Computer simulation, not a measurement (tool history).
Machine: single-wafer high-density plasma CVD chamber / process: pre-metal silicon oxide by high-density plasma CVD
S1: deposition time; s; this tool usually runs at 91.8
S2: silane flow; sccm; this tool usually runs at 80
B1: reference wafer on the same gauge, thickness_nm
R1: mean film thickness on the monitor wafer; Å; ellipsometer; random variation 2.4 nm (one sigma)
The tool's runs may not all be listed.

{"run": 1, "hour": 0.0, "S1": 84.4, "S2": 80, "B1": 587.818, "R1": 6755.2}
{"run": 2, "hour": 62.8, "S1": 84.4, "S2": 80, "B1": 588.276, "R1": 6767.46}
{"run": 3, "hour": 89.9, "S1": 84.4, "S2": 80, "B1": 587.99, "R1": 6771.57}
{"run": 4, "hour": 149.6, "S1": 91.8, "S2": 80, "B1": 588.34, "R1": 7390.15}
{"run": 5, "hour": 210.1, "S1": 91.8, "S2": 80, "B1": 589.27, "R1": 7358.61}
{"run": 6, "hour": 271.6, "S1": 91.8, "S2": 80, "B1": 589.189, "R1": 7374.63}
{"run": 7, "hour": 313.2, "S1": 91.8, "S2": 92, "B1": 589.386, "R1": 8397.26}
{"run": 8, "hour": 360.8, "S1": 91.8, "S2": 92, "B1": 589.509, "R1": 8421.67}
{"run": 9, "hour": 396.8, "S1": 91.8, "S2": 92, "B1": 589.746, "R1": 8425.38}
{"run": 10, "hour": 439.0, "S1": 91.8, "S2": 80, "B1": 590.506, "R1": 7374.63}
{"run": 11, "hour": 505.5, "S1": 91.8, "S2": 80, "B1": 590.313, "R1": 7363.35}
{"run": 12, "hour": 532.4, "S1": 91.8, "S2": 80, "B1": 590.598, "R1": 7396.88}
{"run": 13, "hour": 599.3, "S1": 91.8, "S2": 73, "B1": 590.887, "R1": 6760.62}
{"run": 14, "hour": 669.4, "S1": 99.7, "S2": 80, "B1": 591.073, "R1": 8027.26}
{"run": 15, "hour": 732.2, "S1": 99.7, "S2": 80, "B1": 591.12, "R1": 7978.37}
{"run": 16, "hour": 797.3, "S1": 102.5, "S2": 86, "B1": 591.722, "R1": 8814.11}
{"run": 17, "hour": 824.9, "S1": 83.3, "S2": 80, "B1": 591.49, "R1": 6689.38}
{"run": 18, "hour": 849.5, "S1": 91.8, "S2": 80, "B1": 591.433, "R1": 7366.77}
{"run": 19, "hour": 879.4, "S1": 91.8, "S2": 80, "B1": 591.692, "R1": 7354.33}
{"run": 20, "hour": 923.5, "S1": 91.8, "S2": 80, "B1": 591.711, "R1": 7422.43}
{"run": 21, "hour": 981.6, "S1": 91.8, "S2": 80, "B1": 591.654, "R1": 7406.81}
{"run": 22, "hour": 1018.3, "S1": 91.8, "S2": 80, "B1": 591.759, "R1": 7356.63}
{"run": 23, "hour": 1056.4, "S1": 91.8, "S2": 80, "B1": 592.038, "R1": 7392.68}
{"run": 24, "hour": 1088.8, "S1": 106.5, "S2": 76, "B1": 591.752, "R1": 8138.13}
{"run": 25, "hour": 1124.0, "S1": 91.8, "S2": 80, "B1": 592.458, "R1": 7429.13}
{"run": 26, "hour": 1148.5, "S1": 91.8, "S2": 93, "B1": 591.813, "R1": 8529.77}
{"run": 27, "hour": 1214.0, "S1": 91.8, "S2": 80, "B1": 592.489, "R1": 7433.88}
{"run": 28, "hour": 1273.4, "S1": 76.2, "S2": 67, "B1": 592.506, "R1": 5207.1}
{"run": 29, "hour": 1305.7, "S1": 87.1, "S2": 96, "B1": 592.327, "R1": 8309.99}
{"run": 30, "hour": 1351.3, "S1": 75.2, "S2": 70, "B1": 592.523, "R1": 5350.28}
{"run": 31, "hour": 1395.9, "S1": 91.8, "S2": 80, "B1": 592.11, "R1": 7419.85}
{"run": 32, "hour": 1424.6, "S1": 91.8, "S2": 86, "B1": 592.909, "R1": 7944.29}
{"run": 33, "hour": 1473.7, "S1": 102.9, "S2": 80, "B1": 592.651, "R1": 8278.16}
{"run": 34, "hour": 1504.2, "S1": 102.9, "S2": 71, "B1": 592.342, "R1": 7415.11}
{"hour": 1595.4, "done": "gauge calibrated"}
{"run": 35, "hour": 1609.2, "S1": 77.6, "S2": 67, "B1": 577.813, "R1": 5137.21}
{"hour": 1633.5, "done": "silane flow controller replaced"}
{"run": 36, "hour": 1667.5, "S1": 91.8, "S2": 80, "B1": 579.333, "R1": 7230.16}
{"run": 37, "hour": 1734.0, "S1": 101.8, "S2": 91, "B1": 580.416, "R1": 9113.94}
{"run": 38, "hour": 1765.2, "S1": 101.1, "S2": 80, "B1": 581.567, "R1": 7934.65}
{"run": 39, "hour": 1823.0, "S1": 98, "S2": 65, "B1": 582.52, "R1": 6399.69}
{"run": 40, "hour": 1879.2, "S1": 87, "S2": 65, "B1": 583.02, "R1": 5686.43}
{"run": 41, "hour": 1915.4, "S1": 97.8, "S2": 96, "B1": 583.678, "R1": 9277.25}
{"run": 42, "hour": 1973.3, "S1": 84.9, "S2": 70, "B1": 584.668, "R1": 5972.11}
{"run": 43, "hour": 2011.3, "S1": 79.6, "S2": 80, "B1": 585.162, "R1": 6369.18}
{"run": 44, "hour": 2052.7, "S1": 81.7, "S2": 80, "B1": 585.757, "R1": 6533.96}
{"run": 45, "hour": 2113.6, "S1": 108.5, "S2": 72, "B1": 586.863, "R1": 7808.34}

Pick out some run-to-run changes in R1. Of each, how much would a tool without hidden state show as well, from the settings, what came in and chance, and how much is left for the hidden state and any gauge scatter not in both results compared?
Hidden state present: delivered silane flow above the setpoint (%); gauge reads high (%).
Run 28 -> 29: S1 76.2 -> 87.1, S2 67 -> 96. R1 +3102.89 Å: hidden state +70.75, all else +3032.14.
Run 29 -> 30: S1 87.1 -> 75.2, S2 96 -> 70. R1 -2959.71 Å: hidden state -66.55, all else -2893.16.
Run 34 -> 35: S1 102.9 -> 77.6, S2 71 -> 67, gauge calibrated. R1 -2277.9 Å: hidden state -181.28, all else -2096.62.
Run 40 -> 41: S1 87 -> 97.8, S2 65 -> 96. R1 +3590.82 Å: hidden state +35.53, all else +3555.29.
Run 41 -> 42: S1 97.8 -> 84.9, S2 96 -> 70. R1 -3305.14 Å: hidden state -18.44, all else -3286.7.
